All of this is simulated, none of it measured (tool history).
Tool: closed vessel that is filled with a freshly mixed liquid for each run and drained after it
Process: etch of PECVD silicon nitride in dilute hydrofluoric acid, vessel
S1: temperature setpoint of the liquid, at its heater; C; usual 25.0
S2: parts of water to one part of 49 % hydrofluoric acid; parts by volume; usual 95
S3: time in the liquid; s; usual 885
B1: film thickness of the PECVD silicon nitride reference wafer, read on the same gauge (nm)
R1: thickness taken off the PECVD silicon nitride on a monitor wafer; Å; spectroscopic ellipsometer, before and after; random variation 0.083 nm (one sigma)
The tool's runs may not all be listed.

{"run": 1, "hour": 0.0, "S1": 25.0, "S2": 95, "S3": 885, "B1": 89.81, "R1": 205.7}
{"run": 2, "hour": 34.1, "S1": 25.0, "S2": 95, "S3": 885, "B1": 89.7, "R1": 205.4}
{"run": 3, "hour": 69.5, "S1": 25.0, "S2": 95, "S3": 885, "B1": 89.57, "R1": 206.0}
{"run": 4, "hour": 84.3, "S1": 25.0, "S2": 95, "S3": 885, "B1": 89.54, "R1": 204.6}
{"run": 5, "hour": 97.4, "S1": 25.0, "S2": 95, "S3": 885, "B1": 89.45, "R1": 204.8}
{"run": 6, "hour": 124.8, "S1": 25.0, "S2": 95, "S3": 1040, "B1": 89.36, "R1": 240.2}
{"run": 7, "hour": 146.2, "S1": 25.0, "S2": 95, "S3": 1040, "B1": 89.24, "R1": 240.5}
{"run": 8, "hour": 176.6, "S1": 25.0, "S2": 95, "S3": 1040, "B1": 89.12, "R1": 240.1}
{"run": 9, "hour": 188.8, "S1": 25.0, "S2": 95, "S3": 885, "B1": 89.03, "R1": 203.3}
{"run": 10, "hour": 213.8, "S1": 26.5, "S2": 115, "S3": 885, "B1": 88.91, "R1": 185.5}
{"hour": 229.3, "done": "hydrofluoric acid flow meter replaced"}
{"run": 11, "hour": 229.8, "S1": 26.5, "S2": 115, "S3": 885, "B1": 88.82, "R1": 185.2}
{"run": 12, "hour": 247.0, "S1": 25.0, "S2": 95, "S3": 1145, "B1": 88.72, "R1": 263.8}
{"run": 13, "hour": 283.0, "S1": 25.0, "S2": 95, "S3": 885, "B1": 88.48, "R1": 203.6}
{"hour": 287.4, "done": "gauge calibrated"}
{"hour": 310.9, "done": "thermometer replaced"}
{"run": 14, "hour": 314.7, "S1": 25.0, "S2": 95, "S3": 605, "B1": 90.01, "R1": 140.8}
{"run": 15, "hour": 331.5, "S1": 21.5, "S2": 120, "S3": 500, "B1": 90.01, "R1": 73.0}
{"run": 16, "hour": 352.7, "S1": 25.0, "S2": 95, "S3": 885, "B1": 90.01, "R1": 206.2}
{"run": 17, "hour": 367.5, "S1": 23.5, "S2": 60, "S3": 1350, "B1": 89.98, "R1": 446.1}
{"run": 18, "hour": 399.9, "S1": 28.5, "S2": 80, "S3": 1050, "B1": 89.91, "R1": 364.1}
{"run": 19, "hour": 425.4, "S1": 25.0, "S2": 75, "S3": 715, "B1": 89.92, "R1": 210.0}
{"run": 20, "hour": 444.9, "S1": 20.0, "S2": 125, "S3": 1080, "B1": 89.85, "R1": 137.3}
{"run": 21, "hour": 480.9, "S1": 22.0, "S2": 95, "S3": 1255, "B1": 89.77, "R1": 237.1}
{"run": 22, "hour": 495.7, "S1": 29.5, "S2": 55, "S3": 885, "B1": 89.76, "R1": 471.4}
{"run": 23, "hour": 527.5, "S1": 23.0, "S2": 95, "S3": 500, "B1": 89.67, "R1": 101.4}

Forecast each of these 3 alternatives for the next run:
{"run": "A", "hour": 528.4, "S1": 25.0, "S2": 95, "S3": 885, "B1": "?", "R1": "?"}
{"run": "B", "hour": 528.4, "S1": 29.0, "S2": 115, "S3": 885, "B1": "?", "R1": "?"}
{"run": "C", "hour": 528.4, "S1": 28.0, "S2": 55, "S3": 1405, "B1": "?", "R1": "?"}

run=A B1=89.63 R1=205.1
run=B B1=89.63 R1=219.1
run=C B1=89.63 R1=680.5
Without the tool's hidden state the same runs would have given:
run=A R1=205.9
run=B R1=220.0
run=C R1=683.1
